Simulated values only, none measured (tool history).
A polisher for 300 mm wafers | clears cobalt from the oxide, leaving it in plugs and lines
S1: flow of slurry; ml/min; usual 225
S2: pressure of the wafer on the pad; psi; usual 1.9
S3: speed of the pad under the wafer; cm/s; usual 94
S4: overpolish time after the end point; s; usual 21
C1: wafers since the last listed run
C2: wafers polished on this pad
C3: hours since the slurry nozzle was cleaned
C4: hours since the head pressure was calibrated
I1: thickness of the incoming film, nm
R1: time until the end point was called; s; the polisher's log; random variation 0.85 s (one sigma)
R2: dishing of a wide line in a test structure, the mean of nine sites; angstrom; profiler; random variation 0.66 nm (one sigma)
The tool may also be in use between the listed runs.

run     day   S1   S2   S3  S4   C1    C2     C3     C4     I1     R1   R2
  1   0.000  285  1.9   94  14    0  1064  157.7  416.2  284.7   60.3  474
      0.412  -- worn pad replaced by a new one
  2   0.542  160  1.9   94  21  126    43  170.7  429.2  280.8   57.3  605
  3   1.288  160  1.9   94  21  252   295  188.6  447.1  279.6   56.0  613
  4   1.929  160  1.9   94  21  216   512  204.0  462.5  277.6   58.0  609
  5   2.333  225  1.9   94  21  136   648  213.7  472.2  276.6   55.8  618
  6   2.858  225  1.9   94  21  177   826  226.3  484.8  277.7   58.6  596
  7   3.362  225  1.9   94  21  170   996  238.4  496.9  283.6   58.2  592
  8   3.746  225  1.9   94  26  129  1126  247.6  506.1  276.2   60.4  675
  9   4.212  225  1.9   94  21  157  1284  258.8  517.3  275.2   61.6  587
      4.550  -- worn pad replaced by a new one
 10   4.571  225  1.9   94  21   64     6  267.4  525.9  281.1   54.7  624
 11   5.050  225  1.9   94  31  161   168  278.9  537.4  283.0   54.4  750
 12   5.762  225  1.9  104  16  240   409  296.0  554.5  283.9   51.5  549
 13   6.383  225  1.9   94  21  209   619  310.9  569.4  278.6   56.0  630
 14   6.642  280  1.9   94  31   87   706  317.1  575.6  285.9   56.2  753
 15   7.200  225  1.9   94  21  188   895  330.5  589.0  279.1   60.1  598
 16   7.583  160  1.9   94  14  129  1024  339.7  598.2  283.0   62.0  451
      8.088  -- slurry nozzle cleaned
 17   8.158  225  1.4   68  30  180  1205    1.7  612.0  284.9  111.4  513
      8.517  -- head pressure recalibrated
      8.667  -- worn pad replaced by a new one
 18   8.688  205  2.2   82  34   99     6   14.4    4.1  279.2   53.5  781
 19   9.150  225  1.9   94  21  156   162   25.5   15.2  284.6   57.4  616
 20   9.762  180  2.2   94  21  207   369   40.2   29.9  275.3   47.9  659
 21  10.412  170  1.9   94  21  219   589   55.8   45.5  277.9   57.6  610
 22  10.846  225  1.9   94  21  146   736   66.2   55.9  277.4   58.0  610

The same runs without the tool's hidden state, with the same run-to-run variation:
The hidden state here: removal rate lost through wear of the pad, %; slurry flow missing at the pad, %; deviation of the head's pressure from its setpoint, %.
run    R1   R2
  1  54.4  509
  2  57.2  606
  3  55.4  616
  4  56.7  617
  5  53.9  630
  6  55.5  615
  7  53.8  619
  8  54.5  710
  9  53.8  635
 10  54.6  625
 11  54.2  751
 12  50.8  554
 13  54.3  641
 14  54.0  765
 15  56.4  620
 16  57.1  478
 17  98.8  554
 18  53.5  781
 19  57.3  617
 20  47.4  662
 21  56.1  619
 22  55.6  625
